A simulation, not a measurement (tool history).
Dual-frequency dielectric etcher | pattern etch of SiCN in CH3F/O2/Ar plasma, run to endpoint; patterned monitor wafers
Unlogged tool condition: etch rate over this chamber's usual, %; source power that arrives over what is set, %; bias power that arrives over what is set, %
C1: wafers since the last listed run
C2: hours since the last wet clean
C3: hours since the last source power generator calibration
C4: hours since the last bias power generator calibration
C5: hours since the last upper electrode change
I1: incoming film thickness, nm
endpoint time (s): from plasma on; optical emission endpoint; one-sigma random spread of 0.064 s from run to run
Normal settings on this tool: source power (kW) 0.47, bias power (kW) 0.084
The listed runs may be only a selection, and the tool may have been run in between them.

{"run": 1, "day": 0.0, "source power (kW)": 0.47, "bias power (kW)": 0.091, "C1": 0, "C2": 320.8, "C3": 2104.3, "C4": 4228.5, "C5": 4361.9, "I1": 9.56, "endpoint time (s)": 20.7}
{"run": 2, "day": 0.871, "source power (kW)": 0.47, "bias power (kW)": 0.091, "C1": 270, "C2": 341.7, "C3": 2125.2, "C4": 4249.4, "C5": 4382.8, "I1": 9.58, "endpoint time (s)": 20.8}
{"run": 3, "day": 1.612, "source power (kW)": 0.47, "bias power (kW)": 0.084, "C1": 230, "C2": 359.5, "C3": 2143, "C4": 4267.2, "C5": 4400.6, "I1": 9.57, "endpoint time (s)": 21.6}
{"run": 4, "day": 2.217, "source power (kW)": 0.47, "bias power (kW)": 0.084, "C1": 187, "C2": 374, "C3": 2157.5, "C4": 4281.7, "C5": 4415.1, "I1": 9.61, "endpoint time (s)": 21.7}
{"run": 5, "day": 3.425, "source power (kW)": 0.47, "bias power (kW)": 0.084, "C1": 375, "C2": 403, "C3": 2186.5, "C4": 4310.7, "C5": 4444.1, "I1": 9.59, "endpoint time (s)": 21.7}
{"run": 6, "day": 4.067, "source power (kW)": 0.47, "bias power (kW)": 0.084, "C1": 199, "C2": 418.4, "C3": 2201.9, "C4": 4326.1, "C5": 4459.5, "I1": 9.69, "endpoint time (s)": 21.8}
{"run": 7, "day": 4.792, "source power (kW)": 0.47, "bias power (kW)": 0.084, "C1": 225, "C2": 435.8, "C3": 2219.3, "C4": 4343.5, "C5": 4476.9, "I1": 9.57, "endpoint time (s)": 21.5}
{"day": 5.95, "done": "wet clean of the chamber"}
{"day": 6.771, "done": "upper electrode replaced"}
{"run": 8, "day": 6.792, "source power (kW)": 0.47, "bias power (kW)": 0.084, "C1": 55, "C2": 20.2, "C3": 2267.3, "C4": 4391.5, "C5": 0.5, "I1": 9.63, "endpoint time (s)": 21.4}
{"run": 9, "day": 6.804, "source power (kW)": 0.47, "bias power (kW)": 0.067, "C1": 3, "C2": 20.5, "C3": 2267.6, "C4": 4391.8, "C5": 0.8, "I1": 9.58, "endpoint time (s)": 23.6}
{"day": 7.4, "done": "bias power generator calibrated"}
{"run": 10, "day": 7.75, "source power (kW)": 0.47, "bias power (kW)": 0.084, "C1": 242, "C2": 43.2, "C3": 2290.3, "C4": 8.4, "C5": 23.5, "I1": 9.56, "endpoint time (s)": 21.3}
{"run": 11, "day": 8.958, "source power (kW)": 0.47, "bias power (kW)": 0.084, "C1": 375, "C2": 72.2, "C3": 2319.3, "C4": 37.4, "C5": 52.5, "I1": 9.51, "endpoint time (s)": 21.1}
{"day": 9.888, "done": "source power generator calibrated"}
{"run": 12, "day": 10.254, "source power (kW)": 0.47, "bias power (kW)": 0.095, "C1": 351, "C2": 103.3, "C3": 8.8, "C4": 68.5, "C5": 83.6, "I1": 9.68, "endpoint time (s)": 20.3}
{"run": 13, "day": 11.479, "source power (kW)": 0.47, "bias power (kW)": 0.084, "C1": 380, "C2": 132.7, "C3": 38.2, "C4": 97.9, "C5": 113, "I1": 9.62, "endpoint time (s)": 21.4}
{"run": 14, "day": 12.629, "source power (kW)": 0.5, "bias power (kW)": 0.066, "C1": 357, "C2": 160.3, "C3": 65.8, "C4": 125.5, "C5": 140.6, "I1": 9.66, "endpoint time (s)": 23.6}
{"run": 15, "day": 13.312, "source power (kW)": 0.47, "bias power (kW)": 0.084, "C1": 212, "C2": 176.7, "C3": 82.2, "C4": 141.9, "C5": 157, "I1": 9.51, "endpoint time (s)": 21.2}
{"run": 16, "day": 14.138, "source power (kW)": 0.47, "bias power (kW)": 0.084, "C1": 256, "C2": 196.5, "C3": 102, "C4": 161.7, "C5": 176.8, "I1": 9.74, "endpoint time (s)": 21.7}
{"run": 17, "day": 16.267, "source power (kW)": 0.47, "bias power (kW)": 0.069, "C1": 662, "C2": 247.6, "C3": 153.1, "C4": 212.8, "C5": 227.9, "I1": 9.63, "endpoint time (s)": 23.5}
{"run": 18, "day": 17.262, "source power (kW)": 0.42, "bias power (kW)": 0.098, "C1": 309, "C2": 271.5, "C3": 177, "C4": 236.7, "C5": 251.8, "I1": 9.68, "endpoint time (s)": 21}
{"run": 19, "day": 18.062, "source power (kW)": 0.47, "bias power (kW)": 0.097, "C1": 248, "C2": 290.7, "C3": 196.2, "C4": 255.9, "C5": 271, "I1": 9.65, "endpoint time (s)": 20.3}
{"run": 20, "day": 18.712, "source power (kW)": 0.43, "bias power (kW)": 0.097, "C1": 202, "C2": 306.3, "C3": 211.8, "C4": 271.5, "C5": 286.6, "I1": 9.64, "endpoint time (s)": 21}
{"run": 21, "day": 19.554, "source power (kW)": 0.55, "bias power (kW)": 0.093, "C1": 261, "C2": 326.5, "C3": 232, "C4": 291.7, "C5": 306.8, "I1": 9.63, "endpoint time (s)": 19.3}

What differs in the tool's unlogged condition from the final listed run ahead of each entry between runs to the first listed run following it?
After run 7, before run 8: wet clean of the chamber (day 5.95); upper electrode replaced (day 6.771)
  etch rate over this chamber's usual, %: -1.45 -> 0.0468
After run 9, before run 10: bias power generator calibrated (day 7.4)
  etch rate over this chamber's usual, %: 0.046 -> -0.0163
After run 11, before run 12: source power generator calibrated (day 9.888)
  etch rate over this chamber's usual, %: -0.0958 -> -0.181
